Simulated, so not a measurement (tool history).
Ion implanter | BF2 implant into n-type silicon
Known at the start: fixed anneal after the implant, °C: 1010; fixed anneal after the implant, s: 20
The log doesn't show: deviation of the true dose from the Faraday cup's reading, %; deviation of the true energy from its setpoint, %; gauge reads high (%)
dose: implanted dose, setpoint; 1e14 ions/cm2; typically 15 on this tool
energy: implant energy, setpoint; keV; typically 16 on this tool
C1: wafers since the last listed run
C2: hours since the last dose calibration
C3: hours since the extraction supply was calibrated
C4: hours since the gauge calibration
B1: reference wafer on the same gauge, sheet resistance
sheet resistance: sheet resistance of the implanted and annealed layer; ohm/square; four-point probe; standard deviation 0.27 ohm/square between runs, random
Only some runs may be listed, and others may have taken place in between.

run 1 hour=0 | dose=15 energy=16 | C1=0 C2=223.5 C3=4234.3 C4=964.7 | B1=166.9 | sheet_resistance=168.57
run 2 hour=25.7 | dose=15 energy=16 | C1=403 C2=249.2 C3=4260 C4=990.4 | B1=166.99 | sheet_resistance=168.69
run 3 hour=56.4 | dose=15 energy=16 | C1=481 C2=279.9 C3=4290.7 C4=1021.1 | B1=166.99 | sheet_resistance=168.9
run 4 hour=109.9 | dose=15 energy=16 | C1=839 C2=333.4 C3=4344.2 C4=1074.6 | B1=167.13 | sheet_resistance=168.29
run 5 hour=153.1 | dose=15 energy=16 | C1=677 C2=376.6 C3=4387.4 C4=1117.8 | B1=167.06 | sheet_resistance=168.64
run 6 hour=185.9 | dose=16.71 energy=16 | C1=514 C2=409.4 C3=4420.2 C4=1150.6 | B1=167.05 | sheet_resistance=166.12
run 7 hour=247.8 | dose=16.71 energy=16 | C1=971 C2=471.3 C3=4482.1 C4=1212.5 | B1=167.02 | sheet_resistance=166.36
run 8 hour=377.3 | dose=15 energy=16 | C1=2031 C2=600.8 C3=4611.6 C4=1342 | B1=167.07 | sheet_resistance=168.43
run 9 hour=438.8 | dose=15 energy=16 | C1=964 C2=662.3 C3=4673.1 C4=1403.5 | B1=166.94 | sheet_resistance=168.72
run 10 hour=474.9 | dose=15 energy=16 | C1=566 C2=698.4 C3=4709.2 C4=1439.6 | B1=166.91 | sheet_resistance=168.9
run 11 hour=538 | dose=16.76 energy=16 | C1=990 C2=761.5 C3=4772.3 C4=1502.7 | B1=167.09 | sheet_resistance=166.28
run 12 hour=571.3 | dose=16.76 energy=16 | C1=522 C2=794.8 C3=4805.6 C4=1536 | B1=167.02 | sheet_resistance=165.92
run 13 hour=642.7 | dose=15 energy=16 | C1=1120 C2=866.2 C3=4877 C4=1607.4 | B1=166.92 | sheet_resistance=169.03
run 14 hour=699.3 | dose=15 energy=16 | C1=888 C2=922.8 C3=4933.6 C4=1664 | B1=166.97 | sheet_resistance=169.36
run 15 hour=724.3 | dose=15 energy=16 | C1=392 C2=947.8 C3=4958.6 C4=1689 | B1=166.89 | sheet_resistance=168.84
-- hour=735 extraction supply calibrated
run 16 hour=748.6 | dose=15 energy=18.5 | C1=255 C2=972.1 C3=13.6 C4=1713.3 | B1=167.09 | sheet_resistance=161.45
run 17 hour=817.6 | dose=17.37 energy=16 | C1=1082 C2=1041.1 C3=82.6 C4=1782.3 | B1=166.95 | sheet_resistance=167.41
run 18 hour=888.2 | dose=15 energy=16 | C1=1107 C2=1111.7 C3=153.2 C4=1852.9 | B1=166.98 | sheet_resistance=169.81
run 19 hour=927.4 | dose=15 energy=16 | C1=615 C2=1150.9 C3=192.4 C4=1892.1 | B1=166.91 | sheet_resistance=170.37
run 20 hour=972.8 | dose=13.27 energy=17.5 | C1=712 C2=1196.3 C3=237.8 C4=1937.5 | B1=167.02 | sheet_resistance=168.81
run 21 hour=1040.1 | dose=12.82 energy=20 | C1=1055 C2=1263.6 C3=305.1 C4=2004.8 | B1=167.13 | sheet_resistance=161.16
run 22 hour=1078.4 | dose=15 energy=17.5 | C1=600 C2=1301.9 C3=343.4 C4=2043.1 | B1=167.08 | sheet_resistance=165.02
-- hour=1098.1 extraction supply calibrated, repeated, since the last time left the tool worse
run 23 hour=1107.8 | dose=15 energy=19.5 | C1=335 C2=1331.3 C3=9.7 C4=2072.5 | B1=166.99 | sheet_resistance=154.45
-- hour=1120.2 Faraday cup replaced and dose calibrated
run 24 hour=1137.1 | dose=18.17 energy=19 | C1=334 C2=16.9 C3=39 C4=2101.8 | B1=167.06 | sheet_resistance=152.74
run 25 hour=1281.1 | dose=15 energy=16 | C1=2259 C2=160.9 C3=183 C4=2245.8 | B1=167.07 | sheet_resistance=166.91
run 26 hour=1346.5 | dose=15 energy=16 | C1=1026 C2=226.3 C3=248.4 C4=2311.2 | B1=166.95 | sheet_resistance=167.48
run 27 hour=1405.6 | dose=18.9 energy=21.5 | C1=927 C2=285.4 C3=307.5 C4=2370.3 | B1=166.92 | sheet_resistance=144.87
run 28 hour=1461.2 | dose=17.58 energy=12.5 | C1=872 C2=341 C3=363.1 C4=2425.9 | B1=166.94 | sheet_resistance=178.89
-- hour=1467.5 gauge calibrated
run 29 hour=1494.5 | dose=16.96 energy=13.5 | C1=522 C2=374.3 C3=396.4 C4=27 | B1=166.98 | sheet_resistance=175.08
run 30 hour=1558.4 | dose=16.53 energy=19 | C1=1002 C2=438.2 C3=460.3 C4=90.9 | B1=166.96 | sheet_resistance=154.94
run 31 hour=1624.7 | dose=12.6 energy=12 | C1=1040 C2=504.5 C3=526.6 C4=157.2 | B1=167.06 | sheet_resistance=190
run 32 hour=1669.5 | dose=15 energy=16 | C1=702 C2=549.3 C3=571.4 C4=202 | B1=166.95 | sheet_resistance=167.8
run 33 hour=1711.1 | dose=17.22 energy=13.5 | C1=652 C2=590.9 C3=613 C4=243.6 | B1=167.08 | sheet_resistance=175.07
run 34 hour=1770.7 | dose=15 energy=16 | C1=935 C2=650.5 C3=672.6 C4=303.2 | B1=166.97 | sheet_resistance=167.64
run 35 hour=1806 | dose=11.78 energy=13.5 | C1=553 C2=685.8 C3=707.9 C4=338.5 | B1=166.93 | sheet_resistance=186.16
run 36 hour=1860.3 | dose=13.15 energy=16 | C1=851 C2=740.1 C3=762.2 C4=392.8 | B1=167.09 | sheet_resistance=171.76
run 37 hour=1924.7 | dose=16.7 energy=12.5 | C1=1010 C2=804.5 C3=826.6 C4=457.2 | B1=167.03 | sheet_resistance=180.35

Forecast each of these 4 alternatives for the next run:
run A hour=1925.1 | dose=15 energy=16 | C1=6 C2=804.9 C3=827 C4=457.6 | B1=? | sheet_resistance=?
run B hour=1925.1 | dose=15 energy=12 | C1=6 C2=804.9 C3=827 C4=457.6 | B1=? | sheet_resistance=?
run C hour=1925.1 | dose=19.19 energy=16 | C1=6 C2=804.9 C3=827 C4=457.6 | B1=? | sheet_resistance=?
run D hour=1925.1 | dose=18.25 energy=19 | C1=6 C2=804.9 C3=827 C4=457.6 | B1=? | sheet_resistance=?

run=A B1=167.01 sheet_resistance=167.95
run=B B1=167.01 sheet_resistance=185.09
run=C B1=167.01 sheet_resistance=163.41
run=D B1=167.01 sheet_resistance=153.37
What these runs would have given with no unlogged condition in the tool:
run=A sheet_resistance=167.21
run=B sheet_resistance=184.4
run=C sheet_resistance=162.67
run=D sheet_resistance=152.62
